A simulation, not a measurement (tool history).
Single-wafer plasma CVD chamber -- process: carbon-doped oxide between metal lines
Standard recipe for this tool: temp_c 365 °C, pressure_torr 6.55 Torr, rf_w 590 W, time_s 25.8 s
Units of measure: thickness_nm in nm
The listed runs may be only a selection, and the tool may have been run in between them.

run   hour  temp_c  pressure_torr  rf_w  time_s  read-back reference wafer on the same gauge, thickness_nm  thickness_nm
  1    0.0     365           6.55   650    25.8                                                    162.906       148.006
  2   14.6     365           6.55   650    25.8                                                    163.103       147.024
  3   26.1     365           6.55   650    25.8                                                    163.001       147.671
  4   37.3     365           6.22   590    25.8                                                    163.121       134.783
  5   44.4     365           6.22   590    25.8                                                    163.138       134.763
  6   60.5     365           6.22   590    25.8                                                    162.967       134.485
  7   70.2     371           6.55   590    25.8                                                    163.022       132.899
  8   87.9     365           6.55   590    25.8                                                    162.987       134.086
  9  102.9     365           6.55   535    25.8                                                    163.018       122.701
 10  114.7     365           6.55   535    25.8                                                    162.891       122.324
 11  122.5     365           6.55   535    25.8                                                    162.896       122.396
 12  135.0     365           6.55   680    25.8                                                    163.007       151.822
 13  152.7     365           7.15   590    25.8                                                    162.978       134.793
 14  163.9     372           6.55   525    25.8                                                    163.131       117.425
     173.7  -- RF generator calibrated
 15  174.2     365           6.55   590    25.8                                                    163.108       128.280
     182.6  -- thermocouple changed; heater temperature recalibrated
     182.6  -- gauge calibrated
 16  191.2     365           6.55   640    28.1                                                    162.853       150.240
 17  198.1     374           6.55   590    29.6                                                    163.007       143.497
 18  208.5     365           7.94   520    25.8                                                    162.874       113.816
     222.3  -- capacitance manometer re-zeroed and calibrated
     226.2  -- RF generator calibrated, repeated, since the last time left the tool worse
     229.2  -- showerhead replaced
 19  229.7     361           7.12   625    27.7                                                    162.944       161.245
 20  240.8     373           6.55   590    23.3                                                    162.946       124.879
 21  257.9     365           6.55   590    25.8                                                    163.019       141.116
 22  274.0     354           6.55   590    25.8                                                    162.987       144.443
 23  289.5     374           6.55   590    30.7                                                    163.043       164.345

Had the tool no unlogged condition, and each run kept its random variation, what would the results have been?
Hidden state present: wafer temperature above the value expected at the setpoint (K); delivered RF power above the setpoint (%); true pressure above the setpoint (%); gauge reads high (%).
run  thickness_nm
  1       153.589
  2       152.759
  3       153.584
  4       140.394
  5       140.462
  6       140.375
  7       138.846
  8       140.324
  9       128.843
 10       128.600
 11       128.780
 12       159.435
 13       141.987
 14       124.144
 15       141.339
 16       165.253
 17       158.111
 18       126.906
 19       161.839
 20       125.340
 21       141.642
 22       144.990
 23       164.981

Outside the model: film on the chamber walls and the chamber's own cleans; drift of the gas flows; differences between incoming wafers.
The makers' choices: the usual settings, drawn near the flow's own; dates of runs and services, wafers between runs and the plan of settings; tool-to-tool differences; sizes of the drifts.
